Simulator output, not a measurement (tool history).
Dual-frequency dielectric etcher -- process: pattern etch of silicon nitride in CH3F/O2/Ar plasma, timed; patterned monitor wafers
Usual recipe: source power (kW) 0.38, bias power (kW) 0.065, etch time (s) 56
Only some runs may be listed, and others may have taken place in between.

| run | hour | source power (kW) | bias power (kW) | etch time (s) | wafers since the last listed run | hours since the last wet clean | hours since the last source power generator calibration | hours since the last bias power generator calibration | hours since the last upper electrode change | hours since the gauge calibration | read-back reference wafer on the same gauge, depth_nm | mean etch depth across the wafer (Å) |
|---|---|---|---|---|---|---|---|---|---|---|---|---|
| 1 | 0 | 0.44 | 0.065 | 56 | 0 | 103.9 | 1254.9 | 1736.1 | 1196.1 | 630 | 35.12 | 353 |
| 2 | 21.3 | 0.44 | 0.065 | 56 | 330 | 125.2 | 1276.2 | 1757.4 | 1217.4 | 651.3 | 35.11 | 354.3 |
| 3 | 35.6 | 0.44 | 0.065 | 56 | 222 | 139.5 | 1290.5 | 1771.7 | 1231.7 | 665.6 | 35.11 | 353.1 |
|  | 44.9 | gauge calibrated |
| 4 | 51.9 | 0.38 | 0.065 | 56 | 253 | 155.8 | 1306.8 | 1788 | 1248 | 7 | 35.14 | 338 |
| 5 | 68.5 | 0.38 | 0.065 | 56 | 257 | 172.4 | 1323.4 | 1804.6 | 1264.6 | 23.6 | 35.09 | 338.8 |
| 6 | 87.5 | 0.38 | 0.065 | 56 | 295 | 191.4 | 1342.4 | 1823.6 | 1283.6 | 42.6 | 35.12 | 335.9 |
| 7 | 170.9 | 0.38 | 0.065 | 56 | 1295 | 274.8 | 1425.8 | 1907 | 1367 | 126 | 35.09 | 337.4 |
| 8 | 188.2 | 0.38 | 0.065 | 56 | 268 | 292.1 | 1443.1 | 1924.3 | 1384.3 | 143.3 | 35.09 | 335.3 |
| 9 | 207.5 | 0.44 | 0.065 | 69.5 | 299 | 311.4 | 1462.4 | 1943.6 | 1403.6 | 162.6 | 35.11 | 438.3 |
| 10 | 228.8 | 0.44 | 0.065 | 69.5 | 330 | 332.7 | 1483.7 | 1964.9 | 1424.9 | 183.9 | 35.14 | 438.6 |
| 11 | 251.4 | 0.38 | 0.065 | 56 | 351 | 355.3 | 1506.3 | 1987.5 | 1447.5 | 206.5 | 35.13 | 336.5 |
|  | 308.1 | wet clean of the chamber |
| 12 | 327.1 | 0.38 | 0.065 | 49 | 802 | 19 | 1582 | 2063.2 | 1523.2 | 282.2 | 35.1 | 295 |
| 13 | 340.8 | 0.38 | 0.065 | 56 | 212 | 32.7 | 1595.7 | 2076.9 | 1536.9 | 295.9 | 35.11 | 338.1 |
| 14 | 373 | 0.38 | 0.069 | 56 | 500 | 64.9 | 1627.9 | 2109.1 | 1569.1 | 328.1 | 35.07 | 342 |
| 15 | 426 | 0.38 | 0.051 | 67 | 823 | 117.9 | 1680.9 | 2162.1 | 1622.1 | 381.1 | 35.1 | 378.7 |
| 16 | 451.9 | 0.38 | 0.071 | 56 | 402 | 143.8 | 1706.8 | 2188 | 1648 | 407 | 35.13 | 346.1 |
| 17 | 470 | 0.35 | 0.081 | 56 | 281 | 161.9 | 1724.9 | 2206.1 | 1666.1 | 425.1 | 35.11 | 352.3 |
| 18 | 487.5 | 0.28 | 0.073 | 56 | 271 | 179.4 | 1742.4 | 2223.6 | 1683.6 | 442.6 | 35.1 | 319.9 |
| 19 | 523.5 | 0.38 | 0.054 | 45.5 | 559 | 215.4 | 1778.4 | 2259.6 | 1719.6 | 478.6 | 35.12 | 260 |
| 20 | 540.2 | 0.34 | 0.05 | 56 | 259 | 232.1 | 1795.1 | 2276.3 | 1736.3 | 495.3 | 35.1 | 304.5 |
| 21 | 569.4 | 0.38 | 0.065 | 68 | 453 | 261.3 | 1824.3 | 2305.5 | 1765.5 | 524.5 | 35.1 | 408.9 |
| 22 | 596.5 | 0.46 | 0.061 | 45 | 420 | 288.4 | 1851.4 | 2332.6 | 1792.6 | 551.6 | 35.08 | 281.8 |
|  | 627.7 | gauge calibrated |
| 23 | 631 | 0.38 | 0.065 | 56 | 535 | 322.9 | 1885.9 | 2367.1 | 1827.1 | 3.3 | 35.09 | 336.7 |
|  | 664.5 | wet clean of the chamber |
| 24 | 665 | 0.29 | 0.065 | 66.5 | 155 | 0.5 | 1919.9 | 2401.1 | 1861.1 | 37.3 | 35.07 | 370.6 |
|  | 685.7 | bias power generator calibrated |
| 25 | 688.7 | 0.38 | 0.065 | 56 | 305 | 24.2 | 1943.6 | 3 | 1884.8 | 61 | 35.11 | 337 |
|  | 747.4 | source power generator calibrated |
|  | 756.6 | upper electrode replaced |
| 26 | 795.1 | 0.38 | 0.065 | 56 | 1446 | 130.6 | 47.7 | 109.4 | 38.5 | 167.4 | 35.1 | 341.5 |
| 27 | 813.3 | 0.47 | 0.065 | 72.5 | 282 | 148.8 | 65.9 | 127.6 | 56.7 | 185.6 | 35.11 | 473.1 |
| 28 | 843.1 | 0.38 | 0.065 | 56 | 462 | 178.6 | 95.7 | 157.4 | 86.5 | 215.4 | 35.13 | 342.1 |
| 29 | 874.7 | 0.44 | 0.065 | 69.5 | 490 | 210.2 | 127.3 | 189 | 118.1 | 247 | 35.1 | 442.8 |
| 30 | 981.2 | 0.38 | 0.079 | 47.5 | 1654 | 316.7 | 233.8 | 295.5 | 224.6 | 353.5 | 35.1 | 306.4 |
|  | 1016 | wet clean of the chamber |
| 31 | 1016.5 | 0.38 | 0.065 | 56 | 175 | 0.5 | 269.1 | 330.8 | 259.9 | 388.8 | 35.07 | 340.6 |

What if the next run were any one of these 3? Each begins from the tool's condition after run 31:
| A | 1016.9 | 0.38 | 0.065 | 56 | 6 | 0.9 | 269.5 | 331.2 | 260.3 | 389.2 | ? | ? |
| B | 1016.9 | 0.38 | 0.065 | 67.5 | 6 | 0.9 | 269.5 | 331.2 | 260.3 | 389.2 | ? | ? |
| C | 1016.9 | 0.47 | 0.052 | 64 | 6 | 0.9 | 269.5 | 331.2 | 260.3 | 389.2 | ? | ? |

| run | read-back reference wafer on the same gauge, depth_nm | mean etch depth across the wafer (Å) |
|---|---|---|
| A | 35.12 | 341.8 |
| B | 35.12 | 412 |
| C | 35.12 | 393.1 |
Without the tool's hidden state the same runs would have given:
| run | mean etch depth across the wafer (Å) |
|---|---|
| A | 343.1 |
| B | 413.6 |
| C | 394.6 |

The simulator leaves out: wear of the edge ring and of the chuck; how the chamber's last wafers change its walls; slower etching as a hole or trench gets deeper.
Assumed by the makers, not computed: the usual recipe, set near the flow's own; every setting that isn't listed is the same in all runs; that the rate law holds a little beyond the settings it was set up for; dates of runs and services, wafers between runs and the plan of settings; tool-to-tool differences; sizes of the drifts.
